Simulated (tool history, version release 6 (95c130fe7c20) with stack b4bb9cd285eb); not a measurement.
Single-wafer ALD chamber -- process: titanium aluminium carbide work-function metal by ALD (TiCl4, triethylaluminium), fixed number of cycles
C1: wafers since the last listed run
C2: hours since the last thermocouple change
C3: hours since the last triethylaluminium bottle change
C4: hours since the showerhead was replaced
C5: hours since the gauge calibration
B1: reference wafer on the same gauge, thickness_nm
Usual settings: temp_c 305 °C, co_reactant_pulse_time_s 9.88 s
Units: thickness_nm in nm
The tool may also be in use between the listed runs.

Run 1, day 0.000: usual settings but temp_c 311 °C, co_reactant_pulse_time_s 11.72 s; C1 0; C2 131.7; C3 7.9; C4 5260.1; C5 782.8; B1 2.142. Result: thickness_nm 1.900 nm.
Run 2, day 3.092: usual settings but temp_c 311 °C, co_reactant_pulse_time_s 11.72 s; C1 987; C2 205.9; C3 82.1; C4 5334.3; C5 857.0; B1 2.142. Result: thickness_nm 1.893 nm.
Run 3, day 5.762: usual settings but temp_c 299 °C, co_reactant_pulse_time_s 11.73 s; C1 853; C2 270.0; C3 146.2; C4 5398.4; C5 921.1; B1 2.140. Result: thickness_nm 1.778 nm.
Run 4, day 8.875: usual settings but temp_c 299 °C, co_reactant_pulse_time_s 11.73 s; C1 994; C2 344.7; C3 220.9; C4 5473.1; C5 995.8; B1 2.141. Result: thickness_nm 1.777 nm.
Run 5, day 10.658: usual settings; C1 569; C2 387.5; C3 263.7; C4 5515.9; C5 1038.6; B1 2.142. Result: thickness_nm 1.799 nm.
Run 6, day 12.775: usual settings; C1 676; C2 438.3; C3 314.5; C4 5566.7; C5 1089.4; B1 2.143. Result: thickness_nm 1.794 nm.
Run 7, day 14.762: usual settings; C1 635; C2 486.0; C3 362.2; C4 5614.4; C5 1137.1; B1 2.141. Result: thickness_nm 1.777 nm.
Run 8, day 16.571: usual settings; C1 577; C2 529.4; C3 405.6; C4 5657.8; C5 1180.5; B1 2.137. Result: thickness_nm 1.771 nm.
Run 9, day 20.175: usual settings; C1 1151; C2 615.9; C3 492.1; C4 5744.3; C5 1267.0; B1 2.139. Result: thickness_nm 1.768 nm.
Run 10, day 21.796: usual settings; C1 517; C2 654.8; C3 531.0; C4 5783.2; C5 1305.9; B1 2.139. Result: thickness_nm 1.759 nm.
At day 24.129: triethylaluminium bottle replaced.
Run 11, day 26.292: usual settings; C1 1330; C2 762.7; C3 51.9; C4 5891.1; C5 1413.8; B1 2.141. Result: thickness_nm 1.794 nm.
At day 28.983: showerhead replaced.
Run 12, day 29.050: usual settings; C1 774; C2 828.9; C3 118.1; C4 1.6; C5 1480.0; B1 2.140. Result: thickness_nm 1.789 nm.
Run 13, day 32.783: usual settings; C1 1192; C2 918.5; C3 207.7; C4 91.2; C5 1569.6; B1 2.142. Result: thickness_nm 1.778 nm.
Run 14, day 36.721: usual settings; C1 1258; C2 1013.0; C3 302.2; C4 185.7; C5 1664.1; B1 2.140. Result: thickness_nm 1.766 nm.
Run 15, day 43.917: usual settings; C1 2299; C2 1185.7; C3 474.9; C4 358.4; C5 1836.8; B1 2.141. Result: thickness_nm 1.754 nm.
Run 16, day 46.342: usual settings but co_reactant_pulse_time_s 11.28 s; C1 774; C2 1243.9; C3 533.1; C4 416.6; C5 1895.0; B1 2.138. Result: thickness_nm 1.774 nm.
Run 17, day 49.617: usual settings but temp_c 315 °C, co_reactant_pulse_time_s 6.87 s; C1 1046; C2 1322.5; C3 611.7; C4 495.2; C5 1973.6; B1 2.139. Result: thickness_nm 1.670 nm.
At day 50.108: triethylaluminium bottle replaced.
Run 18, day 53.383: usual settings but temp_c 300 °C, co_reactant_pulse_time_s 13.11 s; C1 1097; C2 1412.9; C3 78.6; C4 585.6; C5 2064.0; B1 2.140. Result: thickness_nm 1.779 nm.
Run 19, day 56.067: usual settings; C1 857; C2 1477.3; C3 143.0; C4 650.0; C5 2128.4; B1 2.139. Result: thickness_nm 1.769 nm.
At day 57.921: gauge calibrated.
Run 20, day 59.829: usual settings but co_reactant_pulse_time_s 8.21 s; C1 1202; C2 1567.6; C3 233.3; C4 740.3; C5 45.8; B1 2.140. Result: thickness_nm 1.715 nm.
Run 21, day 63.788: usual settings; C1 1264; C2 1662.6; C3 328.3; C4 835.3; C5 140.8; B1 2.139. Result: thickness_nm 1.750 nm.
Run 22, day 65.467: usual settings but temp_c 299 °C, co_reactant_pulse_time_s 11.73 s; C1 536; C2 1702.9; C3 368.6; C4 875.6; C5 181.1; B1 2.139. Result: thickness_nm 1.735 nm.
At day 66.800: thermocouple changed; heater temperature recalibrated.
Run 23, day 68.100: usual settings but temp_c 314 °C, co_reactant_pulse_time_s 10.99 s; C1 734; C2 31.2; C3 431.8; C4 938.8; C5 244.3; B1 2.140. Result: thickness_nm 1.888 nm.
Run 24, day 70.233: usual settings but temp_c 298 °C; C1 681; C2 82.4; C3 483.0; C4 990.0; C5 295.5; B1 2.140. Result: thickness_nm 1.714 nm.
Run 25, day 72.292: usual settings; C1 657; C2 131.8; C3 532.4; C4 1039.4; C5 344.9; B1 2.142. Result: thickness_nm 1.778 nm.
At day 74.225: triethylaluminium bottle replaced.
Run 26, day 74.246: usual settings but temp_c 311 °C, co_reactant_pulse_time_s 10.92 s; C1 517; C2 178.7; C3 0.5; C4 1086.3; C5 391.8; B1 2.140. Result: thickness_nm 1.894 nm.
Run 27, day 77.529: usual settings but temp_c 298 °C, co_reactant_pulse_time_s 7.82 s; C1 1049; C2 257.5; C3 79.3; C4 1165.1; C5 470.6; B1 2.140. Result: thickness_nm 1.692 nm.
Run 28, day 80.254: usual settings but temp_c 314 °C, co_reactant_pulse_time_s 11.17 s; C1 870; C2 322.9; C3 144.7; C4 1230.5; C5 536.0; B1 2.139. Result: thickness_nm 1.915 nm.
Run 29, day 82.125: usual settings but co_reactant_pulse_time_s 10.87 s; C1 597; C2 367.8; C3 189.6; C4 1275.4; C5 580.9; B1 2.138. Result: thickness_nm 1.826 nm.
Run 30, day 85.408: usual settings but temp_c 309 °C, co_reactant_pulse_time_s 8.82 s; C1 1049; C2 446.6; C3 268.4; C4 1354.2; C5 659.7; B1 2.139. Result: thickness_nm 1.796 nm.
Run 31, day 88.067: usual settings but co_reactant_pulse_time_s 7.37 s; C1 849; C2 510.4; C3 332.2; C4 1418.0; C5 723.5; B1 2.139. Result: thickness_nm 1.696 nm.
Run 32, day 89.875: usual settings but co_reactant_pulse_time_s 8.38 s; C1 577; C2 553.8; C3 375.6; C4 1461.4; C5 766.9; B1 2.137. Result: thickness_nm 1.730 nm.

Run by run, hidden condition taken away, random variation retained:
Unlogged tool condition in this case: wafer temperature above the value expected at the setpoint (K); triethylaluminium dose above that of a fresh bottle (%); gauge reads high (%).
run  thickness_nm
  1         1.906
  2         1.905
  3         1.794
  4         1.799
  5         1.832
  6         1.833
  7         1.821
  8         1.820
  9         1.829
 10         1.825
 11         1.822
 12         1.823
 13         1.822
 14         1.821
 15         1.831
 16         1.846
 17         1.812
 18         1.823
 19         1.825
 20         1.790
 21         1.827
 22         1.805
 23         1.924
 24         1.764
 25         1.837
 26         1.899
 27         1.709
 28         1.932
 29         1.847
 30         1.835
 31         1.755
 32         1.788
